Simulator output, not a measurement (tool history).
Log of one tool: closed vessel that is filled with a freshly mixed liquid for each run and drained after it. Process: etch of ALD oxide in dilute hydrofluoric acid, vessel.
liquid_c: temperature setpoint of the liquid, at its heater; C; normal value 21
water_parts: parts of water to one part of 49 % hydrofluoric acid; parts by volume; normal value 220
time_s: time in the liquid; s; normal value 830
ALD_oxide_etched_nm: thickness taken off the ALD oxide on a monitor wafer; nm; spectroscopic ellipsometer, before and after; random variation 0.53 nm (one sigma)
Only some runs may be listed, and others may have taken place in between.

run	hour	liquid_c	water_parts	time_s	read-back film thickness of the ALD oxide reference wafer, read on the same gauge (nm)	ALD_oxide_etched_nm
1	0	21	220	830	140.03	59.34
2	16.7	19	220	830	139.99	55.04
3	47	19	220	830	140	55.28
4	61.9	19	220	830	140.01	56.03
5	74.3	21	220	830	140	60.14
6	108.2	21	220	830	140.04	59.84
7	134.6	24.5	220	830	139.96	67.35
8	152.2	24.5	220	830	140.01	67.57
9	176.5	21	270	830	140.03	46.2
10	191.4	21	270	830	140.03	45.84
11	226.8	21	270	830	140.06	46.02
12	249	21	220	830	140.02	59.16
13	323.5	21	220	830	140.01	60.3
14	352.7	21	220	830	140.02	60.33
15	383.9	21	220	830	140.03	59.95
# hour 400.5: hydrofluoric acid flow meter replaced
16	417.4	21	220	455	139.98	36.13
17	444.5	24	280	1160	140.01	76.36
18	469	19	130	985	139.95	137.91
19	504.6	21	220	965	140.02	76.67
20	534.8	21	290	365	139.96	20.47
21	548.5	21	305	830	139.97	43.74
22	578.6	21	220	830	139.98	67.26
23	612.9	17.5	295	830	139.96	40.54
# hour 639.5: gauge calibrated
# hour 668.1: thermometer replaced
24	668.6	18.5	170	1280	140.02	115.99
25	682.4	23.5	220	830	139.96	66.19
26	694.6	17.5	325	830	140.07	32.45
27	720.6	21	220	520	139.97	37.53
28	821.8	21	275	990	140.02	54.72
29	848.3	17	170	1105	139.96	94.78
30	869.3	21	295	830	139.96	41.7
31	904.8	21	220	830	140.01	60.82
32	972.5	21	220	830	139.98	60.24

Table of differences, measured result less the result of that run with no hidden state. Run-to-run variation is the same in both. Gauge scatter possibly is not:
Hidden state present: liquid hotter than its thermometer reads (K); hydrofluoric acid flow below the setpoint (%); gauge reads high (%).
run	ALD_oxide_etched_nm
1	-1.39
2	-1.15
3	-1.09
4	-1.08
5	-1.28
6	-1.2
7	-1.6
8	-1.56
9	-1.08
10	-1.06
11	-1.01
12	-0.93
13	-0.8
14	-0.75
15	-0.71
16	+3.12
17	+6.15
18	+13.18
19	+6.82
20	+1.76
21	+3.72
22	+6.14
23	+3.72
24	-1.17
25	-0.71
26	-0.36
27	-0.34
28	-0.38
29	-0.2
30	-0.24
31	-0.15
32	-0.01
